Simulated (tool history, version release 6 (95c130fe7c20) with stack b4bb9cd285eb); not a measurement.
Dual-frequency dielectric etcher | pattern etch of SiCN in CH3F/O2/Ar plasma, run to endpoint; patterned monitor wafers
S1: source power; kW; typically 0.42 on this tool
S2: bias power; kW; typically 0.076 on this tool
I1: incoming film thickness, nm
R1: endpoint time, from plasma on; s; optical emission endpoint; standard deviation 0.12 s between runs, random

run    hour    S1     S2    I1    R1
  1       0  0.42  0.076  8.41  20.3
  2   180.1  0.42  0.076  8.43  21.1
      206.2  -- wet clean of the chamber
  3     237  0.42  0.076  8.41  19.9
  4   301.6  0.42  0.076  8.36  20.1
  5   348.4  0.42  0.076  8.29  19.8
  6   413.1  0.42  0.076  8.47  20.5
  7   464.1   0.5   0.07  8.35  19.6
  8   492.6   0.5   0.07  8.34  19.8
  9   530.4  0.42  0.076  8.47    21
      576.8  -- wet clean of the chamber
 10   577.3  0.42  0.076  8.32  19.7
 11   611.9  0.42  0.076  8.45  20.1
 12   651.9  0.42  0.076  8.41  20.4
 13   721.4  0.42  0.076  8.34  20.2
 14   803.3  0.38  0.087  8.29    20
 15   862.8  0.38  0.087  8.42  20.7
 16   913.3  0.38  0.087  8.47  20.8
      923.3  -- source power generator calibrated
        994  -- wet clean of the chamber
 17   994.5  0.45  0.076  8.44  19.9
 18  1031.3  0.42  0.069  8.42  21.2
 19    1070  0.36  0.088  8.46  20.3
 20  1110.6  0.42  0.076   8.4  20.4
 21  1146.6  0.46   0.07  8.34  20.5
 22  1206.4  0.35  0.088   8.4  20.9
     1211.1  -- bias power generator calibrated
     1233.8  -- upper electrode replaced
 23  1234.8  0.45  0.086  8.45  19.5
 24  1262.4  0.33  0.088  8.35  21.3
 25  1309.8  0.45  0.069   8.3  20.8
     1371.2  -- wet clean of the chamber
 26  1371.7  0.48  0.087  8.45  18.6
 27  1424.4  0.42  0.076  8.35  20.2
 28  1453.3  0.42  0.091  8.34    19
 29  1506.4  0.39  0.076  8.35  21.2
 30  1553.9  0.38  0.064  8.36  22.4
     1756.5  -- wet clean of the chamber
 31    1757  0.42  0.064   8.3  21.2
 32  1773.9   0.5  0.076  8.39  18.9
 33    1845  0.42  0.076  8.36  20.5
 34  1914.4  0.32  0.063  8.38  23.7
 35  1949.2  0.46  0.067  8.43  20.8

4 options for the next run, each taken on its own from the tool as it stands now. Forecast them:
  A  1949.6  0.42  0.076  8.48   ?
  B  1949.6  0.35  0.095  8.48   ?
  C  1949.6  0.42  0.068  8.48   ?
  D  1949.6  0.51  0.067  8.48   ?

run    R1
  A  20.9
  B  20.5
  C  21.6
  D  20.4
With the hidden condition removed and each run's random variation left untouched, the same runs would have given:
run    R1
  A  20.3
  B  19.9
  C    21
  D  19.8
